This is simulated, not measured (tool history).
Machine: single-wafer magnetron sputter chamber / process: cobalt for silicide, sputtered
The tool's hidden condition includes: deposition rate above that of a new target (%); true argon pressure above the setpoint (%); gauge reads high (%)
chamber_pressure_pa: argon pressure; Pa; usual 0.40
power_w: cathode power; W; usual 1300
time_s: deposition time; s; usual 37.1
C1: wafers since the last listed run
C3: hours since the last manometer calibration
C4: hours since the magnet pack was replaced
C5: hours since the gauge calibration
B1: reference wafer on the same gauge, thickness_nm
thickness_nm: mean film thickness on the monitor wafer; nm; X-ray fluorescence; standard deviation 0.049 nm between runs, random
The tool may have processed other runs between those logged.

Run 1, day 0.000: usual settings but power_w 1200 W, time_s 40.2 s; C1 0; wafers on the sputter target 6762; C3 1599.2; C4 5498.6; C5 732.4; B1 25.534. Result: thickness_nm 23.398 nm.
Run 2, day 1.804: usual settings but power_w 1400 W; C1 853; wafers on the sputter target 7615; C3 1642.5; C4 5541.9; C5 775.7; B1 25.523. Result: thickness_nm 25.223 nm.
Run 3, day 3.304: usual settings but power_w 1400 W; C1 709; wafers on the sputter target 8325; C3 1678.5; C4 5577.9; C5 811.7; B1 25.486. Result: thickness_nm 25.043 nm.
At day 4.462: sputter target and shields replaced.
Run 4, day 4.767: usual settings but power_w 1450 W; C1 534; wafers on the sputter target 143; C3 1713.6; C4 5613.0; C5 846.8; B1 25.476. Result: thickness_nm 26.080 nm.
Run 5, day 7.662: usual settings but power_w 1450 W; C1 1369; wafers on the sputter target 1513; C3 1783.1; C4 5682.5; C5 916.3; B1 25.465. Result: thickness_nm 26.047 nm.
Run 6, day 9.192: usual settings but power_w 1450 W; C1 723; wafers on the sputter target 2236; C3 1819.8; C4 5719.2; C5 953.0; B1 25.423. Result: thickness_nm 25.901 nm.
Run 7, day 11.854: usual settings but time_s 35.3 s; C1 1259; wafers on the sputter target 3496; C3 1883.7; C4 5783.1; C5 1016.9; B1 25.408. Result: thickness_nm 22.162 nm.

Run 8 comes next. What will it give?
At day 13.412: gauge calibrated.
Run 8, day 13.583: usual settings but chamber_pressure_pa 0.29 Pa, power_w 1150 W; C1 817; wafers on the sputter target 4314; C3 1925.2; C4 5824.6; C5 4.1; B1 ?. Result: thickness_nm ?.

B1: 25.974
thickness_nm: 21.561 nm
On a tool with no hidden condition, and with the same random variation, this run would have come out at thickness_nm 21.507 nm.
